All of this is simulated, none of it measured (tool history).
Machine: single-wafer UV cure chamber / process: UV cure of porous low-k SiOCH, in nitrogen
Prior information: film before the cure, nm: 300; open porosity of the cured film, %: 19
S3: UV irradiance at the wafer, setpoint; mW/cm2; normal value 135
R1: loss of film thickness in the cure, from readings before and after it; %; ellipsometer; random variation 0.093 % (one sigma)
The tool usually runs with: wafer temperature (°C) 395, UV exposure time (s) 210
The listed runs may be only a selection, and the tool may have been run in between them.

Run 1, hour 0.0: usual settings. Result: R1 11.255 %.
Run 2, hour 12.6: usual settings. Result: R1 11.105 %.
Run 3, hour 29.8: usual settings. Result: R1 11.214 %.
Run 4, hour 47.1: usual settings. Result: R1 11.190 %.
Run 5, hour 60.8: usual settings. Result: R1 11.295 %.
Run 6, hour 67.6: usual settings. Result: R1 11.118 %.
Run 7, hour 82.7: usual settings but wafer temperature (°C) 410. Result: R1 11.436 %.
Run 8, hour 91.9: usual settings but wafer temperature (°C) 410. Result: R1 11.115 %.
Run 9, hour 101.4: usual settings but UV exposure time (s) 270. Result: R1 12.070 %.
Run 10, hour 110.2: usual settings but UV exposure time (s) 270. Result: R1 12.218 %.
Run 11, hour 118.4: usual settings but UV exposure time (s) 270. Result: R1 12.062 %.
Run 12, hour 129.6: usual settings. Result: R1 11.115 %.
Run 13, hour 141.2: usual settings. Result: R1 10.887 %.
At hour 156.1: UV bulbs replaced.
Run 14, hour 156.6: usual settings. Result: R1 11.181 %.
Run 15, hour 164.4: usual settings but wafer temperature (°C) 384. Result: R1 10.755 %.
Run 16, hour 171.1: usual settings but S3 99 mW/cm2. Result: R1 9.540 %.
At hour 219.7: quartz window cleaned.
Run 17, hour 220.2: usual settings. Result: R1 11.366 %.
Run 18, hour 222.6: usual settings. Result: R1 11.651 %.
Run 19, hour 239.9: usual settings but UV exposure time (s) 130. Result: R1 9.566 %.
Run 20, hour 252.6: usual settings but wafer temperature (°C) 384, S3 151 mW/cm2. Result: R1 11.856 %.
Run 21, hour 261.7: usual settings but wafer temperature (°C) 401, UV exposure time (s) 90, S3 100 mW/cm2. Result: R1 7.098 %.
Run 22, hour 273.3: usual settings. Result: R1 11.548 %.
Run 23, hour 286.6: usual settings but wafer temperature (°C) 387, UV exposure time (s) 160, S3 107 mW/cm2. Result: R1 9.197 %.
Run 24, hour 303.4: usual settings but UV exposure time (s) 100. Result: R1 8.409 %.
Run 25, hour 315.1: usual settings but wafer temperature (°C) 410, UV exposure time (s) 265, S3 110 mW/cm2. Result: R1 11.912 %.
Run 26, hour 323.9: usual settings but wafer temperature (°C) 401. Result: R1 11.739 %.
Run 27, hour 334.4: usual settings but wafer temperature (°C) 382, UV exposure time (s) 320, S3 162 mW/cm2. Result: R1 13.836 %.
Run 28, hour 340.8: usual settings but wafer temperature (°C) 400, UV exposure time (s) 105, S3 96 mW/cm2. Result: R1 7.442 %.
Run 29, hour 357.8: usual settings but S3 146 mW/cm2. Result: R1 11.874 %.
Run 30, hour 370.9: usual settings. Result: R1 11.459 %.
Run 31, hour 383.9: usual settings but wafer temperature (°C) 385, UV exposure time (s) 305. Result: R1 13.045 %.

Each row is a separate what-if for the run after 31, all from the same tool condition, not one after another. Results?
Run A, hour 384.4: usual settings but S3 105 mW/cm2. Result: R1 ?.
Run B, hour 384.4: usual settings but UV exposure time (s) 170, S3 151 mW/cm2. Result: R1 ?.
Run C, hour 384.4: usual settings but UV exposure time (s) 160. Result: R1 ?.
Run D, hour 384.4: usual settings but S3 123 mW/cm2. Result: R1 ?.
Run E, hour 384.4: usual settings but wafer temperature (°C) 377, UV exposure time (s) 325, S3 122 mW/cm2. Result: R1 ?.

run      R1
  A  10.321
  B  10.952
  C  10.236
  D  10.978
  E  12.497
Had the tool no hidden state, the same runs would have come out as:
run      R1
  A  10.415
  B  11.047
  C  10.330
  D  11.073
  E  12.595
